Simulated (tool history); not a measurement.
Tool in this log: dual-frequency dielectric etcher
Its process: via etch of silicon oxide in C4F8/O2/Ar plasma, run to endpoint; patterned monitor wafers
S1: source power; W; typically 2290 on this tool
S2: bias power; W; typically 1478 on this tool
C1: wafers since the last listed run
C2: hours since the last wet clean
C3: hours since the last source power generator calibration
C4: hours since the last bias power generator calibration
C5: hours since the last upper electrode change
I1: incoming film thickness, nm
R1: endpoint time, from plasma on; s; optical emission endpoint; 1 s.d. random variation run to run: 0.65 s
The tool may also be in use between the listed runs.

{"run": 1, "hour": 0.0, "S1": 2290, "S2": 1478, "C1": 0, "C2": 186.9, "C3": 2983.9, "C4": 1440.5, "C5": 4133.4, "I1": 1035.6, "R1": 216.9}
{"run": 2, "hour": 49.8, "S1": 2290, "S2": 1478, "C1": 186, "C2": 236.7, "C3": 3033.7, "C4": 1490.3, "C5": 4183.2, "I1": 1038.7, "R1": 217.8}
{"run": 3, "hour": 95.1, "S1": 2290, "S2": 1478, "C1": 169, "C2": 282, "C3": 3079, "C4": 1535.6, "C5": 4228.5, "I1": 1041.8, "R1": 219.7}
{"run": 4, "hour": 140.2, "S1": 2610, "S2": 1383, "C1": 168, "C2": 327.1, "C3": 3124.1, "C4": 1580.7, "C5": 4273.6, "I1": 1046.2, "R1": 210.3}
{"run": 5, "hour": 192.3, "S1": 2610, "S2": 1383, "C1": 194, "C2": 379.2, "C3": 3176.2, "C4": 1632.8, "C5": 4325.7, "I1": 1040, "R1": 208}
{"run": 6, "hour": 218.5, "S1": 2610, "S2": 1383, "C1": 97, "C2": 405.4, "C3": 3202.4, "C4": 1659, "C5": 4351.9, "I1": 1038.6, "R1": 208.9}
{"run": 7, "hour": 251.0, "S1": 2290, "S2": 1478, "C1": 121, "C2": 437.9, "C3": 3234.9, "C4": 1691.5, "C5": 4384.4, "I1": 1038.1, "R1": 218.1}
{"hour": 298.9, "done": "wet clean of the chamber"}
{"run": 8, "hour": 419.1, "S1": 2290, "S2": 1478, "C1": 538, "C2": 120.2, "C3": 3403, "C4": 1859.6, "C5": 4552.5, "I1": 1047.2, "R1": 219.4}
{"run": 9, "hour": 472.3, "S1": 2290, "S2": 1478, "C1": 198, "C2": 173.4, "C3": 3456.2, "C4": 1912.8, "C5": 4605.7, "I1": 1044.7, "R1": 219}
{"hour": 515.7, "done": "bias power generator calibrated"}
{"hour": 532.5, "done": "upper electrode replaced"}
{"run": 10, "hour": 543.1, "S1": 2290, "S2": 1478, "C1": 186, "C2": 244.2, "C3": 3527, "C4": 27.4, "C5": 10.6, "I1": 1044, "R1": 223.3}
{"run": 11, "hour": 599.8, "S1": 2290, "S2": 1478, "C1": 212, "C2": 300.9, "C3": 3583.7, "C4": 84.1, "C5": 67.3, "I1": 1043.6, "R1": 221.4}
{"run": 12, "hour": 657.2, "S1": 2290, "S2": 1478, "C1": 214, "C2": 358.3, "C3": 3641.1, "C4": 141.5, "C5": 124.7, "I1": 1035.3, "R1": 220.8}
{"run": 13, "hour": 715.3, "S1": 2670, "S2": 1478, "C1": 217, "C2": 416.4, "C3": 3699.2, "C4": 199.6, "C5": 182.8, "I1": 1044.3, "R1": 205.7}
{"hour": 781.4, "done": "wet clean of the chamber"}
{"run": 14, "hour": 781.8, "S1": 2290, "S2": 1478, "C1": 158, "C2": 0.4, "C3": 3765.7, "C4": 266.1, "C5": 249.3, "I1": 1032.4, "R1": 219.3}
{"run": 15, "hour": 848.0, "S1": 2830, "S2": 1322, "C1": 247, "C2": 66.6, "C3": 3831.9, "C4": 332.3, "C5": 315.5, "I1": 1043.4, "R1": 207.5}
{"run": 16, "hour": 907.8, "S1": 2620, "S2": 1131, "C1": 223, "C2": 126.4, "C3": 3891.7, "C4": 392.1, "C5": 375.3, "I1": 1036.8, "R1": 222.2}
{"run": 17, "hour": 951.2, "S1": 2290, "S2": 1478, "C1": 162, "C2": 169.8, "C3": 3935.1, "C4": 435.5, "C5": 418.7, "I1": 1036.3, "R1": 220.4}
{"run": 18, "hour": 1013.2, "S1": 2610, "S2": 1574, "C1": 231, "C2": 231.8, "C3": 3997.1, "C4": 497.5, "C5": 480.7, "I1": 1038.9, "R1": 202.1}
{"run": 19, "hour": 1038.4, "S1": 2290, "S2": 1478, "C1": 94, "C2": 257, "C3": 4022.3, "C4": 522.7, "C5": 505.9, "I1": 1042.4, "R1": 222.5}
{"run": 20, "hour": 1095.0, "S1": 2290, "S2": 1242, "C1": 211, "C2": 313.6, "C3": 4078.9, "C4": 579.3, "C5": 562.5, "I1": 1057.2, "R1": 237.5}
{"run": 21, "hour": 1146.1, "S1": 2290, "S2": 1478, "C1": 191, "C2": 364.7, "C3": 4130, "C4": 630.4, "C5": 613.6, "I1": 1056.3, "R1": 224.2}
{"hour": 1205.2, "done": "wet clean of the chamber"}
{"run": 22, "hour": 1205.7, "S1": 1880, "S2": 1645, "C1": 133, "C2": 0.5, "C3": 4189.6, "C4": 690, "C5": 673.2, "I1": 1046.4, "R1": 236.4}
{"hour": 1219.5, "done": "source power generator calibrated"}
{"run": 23, "hour": 1228.4, "S1": 2600, "S2": 1643, "C1": 69, "C2": 23.2, "C3": 8.9, "C4": 712.7, "C5": 695.9, "I1": 1034.6, "R1": 194.6}
{"run": 24, "hour": 1289.8, "S1": 2290, "S2": 1478, "C1": 229, "C2": 84.6, "C3": 70.3, "C4": 774.1, "C5": 757.3, "I1": 1052, "R1": 218.8}
{"run": 25, "hour": 1352.7, "S1": 1960, "S2": 1705, "C1": 235, "C2": 147.5, "C3": 133.2, "C4": 837, "C5": 820.2, "I1": 1026.5, "R1": 220.8}
{"run": 26, "hour": 1417.9, "S1": 2000, "S2": 1305, "C1": 243, "C2": 212.7, "C3": 198.4, "C4": 902.2, "C5": 885.4, "I1": 1045.8, "R1": 241}
{"run": 27, "hour": 1472.5, "S1": 2710, "S2": 1649, "C1": 204, "C2": 267.3, "C3": 253, "C4": 956.8, "C5": 940, "I1": 1039.1, "R1": 192.3}
{"run": 28, "hour": 1544.5, "S1": 2290, "S2": 1478, "C1": 269, "C2": 339.3, "C3": 325, "C4": 1028.8, "C5": 1012, "I1": 1032.9, "R1": 213.3}
{"run": 29, "hour": 1590.8, "S1": 2050, "S2": 1478, "C1": 173, "C2": 385.6, "C3": 371.3, "C4": 1075.1, "C5": 1058.3, "I1": 1041.1, "R1": 227.1}
{"run": 30, "hour": 1643.7, "S1": 1970, "S2": 1478, "C1": 197, "C2": 438.5, "C3": 424.2, "C4": 1128, "C5": 1111.2, "I1": 1047.5, "R1": 233.5}
{"run": 31, "hour": 1668.4, "S1": 2040, "S2": 1277, "C1": 92, "C2": 463.2, "C3": 448.9, "C4": 1152.7, "C5": 1135.9, "I1": 1047.4, "R1": 239.5}
{"hour": 1707.9, "done": "wet clean of the chamber"}
{"run": 32, "hour": 1732.0, "S1": 2290, "S2": 1478, "C1": 148, "C2": 24.1, "C3": 512.5, "C4": 1216.3, "C5": 1199.5, "I1": 1041.2, "R1": 214.7}
{"run": 33, "hour": 1757.5, "S1": 2290, "S2": 1478, "C1": 95, "C2": 49.6, "C3": 538, "C4": 1241.8, "C5": 1225, "I1": 1040.8, "R1": 215.1}
{"run": 34, "hour": 1823.9, "S1": 2820, "S2": 1478, "C1": 248, "C2": 116, "C3": 604.4, "C4": 1308.2, "C5": 1291.4, "I1": 1043.6, "R1": 195.7}
{"run": 35, "hour": 1888.4, "S1": 2120, "S2": 1712, "C1": 241, "C2": 180.5, "C3": 668.9, "C4": 1372.7, "C5": 1355.9, "I1": 1047.2, "R1": 214.6}

What if the next run were any one of these 4? Each begins from the tool's condition after run 35:
{"run": "A", "hour": 1888.9, "S1": 2290, "S2": 1478, "C1": 1, "C2": 181, "C3": 669.4, "C4": 1373.2, "C5": 1356.4, "I1": 1043.5, "R1": "?"}
{"run": "B", "hour": 1888.9, "S1": 2720, "S2": 1824, "C1": 1, "C2": 181, "C3": 669.4, "C4": 1373.2, "C5": 1356.4, "I1": 1043.5, "R1": "?"}
{"run": "C", "hour": 1888.9, "S1": 2110, "S2": 1739, "C1": 1, "C2": 181, "C3": 669.4, "C4": 1373.2, "C5": 1356.4, "I1": 1043.5, "R1": "?"}
{"run": "D", "hour": 1888.9, "S1": 2790, "S2": 1757, "C1": 1, "C2": 181, "C3": 669.4, "C4": 1373.2, "C5": 1356.4, "I1": 1043.5, "R1": "?"}

run=A R1=214.8
run=B R1=185.2
run=C R1=212.6
run=D R1=185.1
Take away the tool's hidden state, keep each run's random variation, and the runs would have read:
run=A R1=216.6
run=B R1=186.8
run=C R1=214.6
run=D R1=186.7
